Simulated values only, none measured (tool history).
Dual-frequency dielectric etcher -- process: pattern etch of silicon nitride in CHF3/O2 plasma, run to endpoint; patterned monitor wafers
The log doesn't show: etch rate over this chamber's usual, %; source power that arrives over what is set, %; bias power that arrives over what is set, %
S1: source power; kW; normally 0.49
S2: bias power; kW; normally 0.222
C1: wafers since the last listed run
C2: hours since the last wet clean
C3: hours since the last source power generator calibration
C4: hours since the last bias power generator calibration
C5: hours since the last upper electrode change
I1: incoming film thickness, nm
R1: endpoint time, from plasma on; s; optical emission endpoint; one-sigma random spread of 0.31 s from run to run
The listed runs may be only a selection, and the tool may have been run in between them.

run	hour	S1	S2	C1	C2	C3	C4	C5	I1	R1
1	0	0.49	0.209	0	337.6	1360.5	3580.8	2946.6	96.1	62.6
# hour 30.8: wet clean of the chamber
2	31.3	0.49	0.209	123	0.5	1391.8	3612.1	2977.9	97.9	66.2
3	219.9	0.49	0.209	3184	189.1	1580.4	3800.7	3166.5	97.3	64.6
4	280	0.49	0.222	1014	249.2	1640.5	3860.8	3226.6	98.1	62.7
5	343.2	0.49	0.222	1067	312.4	1703.7	3924	3289.8	96.9	61.6
# hour 383.8: wet clean of the chamber
6	384.3	0.49	0.222	288	0.5	1744.8	3965.1	3330.9	99.4	65.7
7	430.4	0.49	0.204	778	46.6	1790.9	4011.2	3377	97.6	66.7
8	481.2	0.49	0.204	857	97.4	1841.7	4062	3427.8	96.9	65.7
9	520.9	0.49	0.204	670	137.1	1881.4	4101.7	3467.5	98.1	65.8
10	563.7	0.49	0.222	722	179.9	1924.2	4144.5	3510.3	97.5	63.2
11	668.5	0.49	0.222	1769	284.7	2029	4249.3	3615.1	97.7	62
12	714.7	0.49	0.222	780	330.9	2075.2	4295.5	3661.3	97.5	62
13	742.2	0.49	0.222	464	358.4	2102.7	4323	3688.8	96.9	61.1
# hour 822.6: wet clean of the chamber
14	823.1	0.49	0.222	960	0.5	2183.6	4403.9	3769.7	97.2	63.2
15	842.6	0.49	0.222	329	20	2203.1	4423.4	3789.2	97.6	63.4
16	888.5	0.45	0.252	774	65.9	2249	4469.3	3835.1	98.6	62.3
17	925.3	0.4	0.238	621	102.7	2285.8	4506.1	3871.9	98.3	65.8
18	976	0.49	0.222	856	153.4	2336.5	4556.8	3922.6	98.5	62.7
19	1005.5	0.58	0.201	498	182.9	2366	4586.3	3952.1	97.5	61.7
# hour 1050.6: upper electrode replaced
20	1051.1	0.59	0.274	364	228.5	2411.6	4631.9	0.5	97	53.3
# hour 1098: source power generator calibrated
21	1110.2	0.41	0.274	930	287.6	12.2	4691	59.6	96.7	59.1
22	1137.2	0.49	0.209	455	314.6	39.2	4718	86.6	97.8	63
23	1185.6	0.56	0.264	817	363	87.6	4766.4	135	96.9	54.5
24	1218.8	0.46	0.172	560	396.2	120.8	4799.6	168.2	96.5	67.2
# hour 1255.4: wet clean of the chamber
25	1270.4	0.46	0.257	466	15	172.4	4851.2	219.8	97.1	62.3
# hour 1325.9: bias power generator calibrated
26	1336.7	0.57	0.205	1051	81.3	238.7	10.8	286.1	98.2	62.9
27	1388.8	0.57	0.253	879	133.4	290.8	62.9	338.2	96.9	57.2
28	1455.7	0.55	0.207	1129	200.3	357.7	129.8	405.1	97	62
29	1511.8	0.4	0.238	947	256.4	413.8	185.9	461.2	98.2	65.6
30	1571.9	0.49	0.222	1014	316.5	473.9	246	521.3	97.4	61.7
31	1620.8	0.49	0.277	825	365.4	522.8	294.9	570.2	97.9	56.7
# hour 1651.6: wet clean of the chamber
32	1677.1	0.43	0.192	545	25.5	579.1	351.2	626.5	97.7	70.2
33	1717	0.57	0.258	673	65.4	619	391.1	666.4	97.4	56.9

3 options for the next run, each taken on its own from the tool as it stands now. Forecast them:
A	1717.4	0.49	0.222	6	65.8	619.4	391.5	666.8	96.9	?
B	1717.4	0.49	0.175	6	65.8	619.4	391.5	666.8	96.9	?
C	1717.4	0.56	0.188	6	65.8	619.4	391.5	666.8	96.9	?

run	R1
A	63.1
B	68.8
C	64.2
With the hidden condition removed and each run's random variation left untouched, the same runs would have given:
run	R1
A	63.9
B	69.7
C	65.1
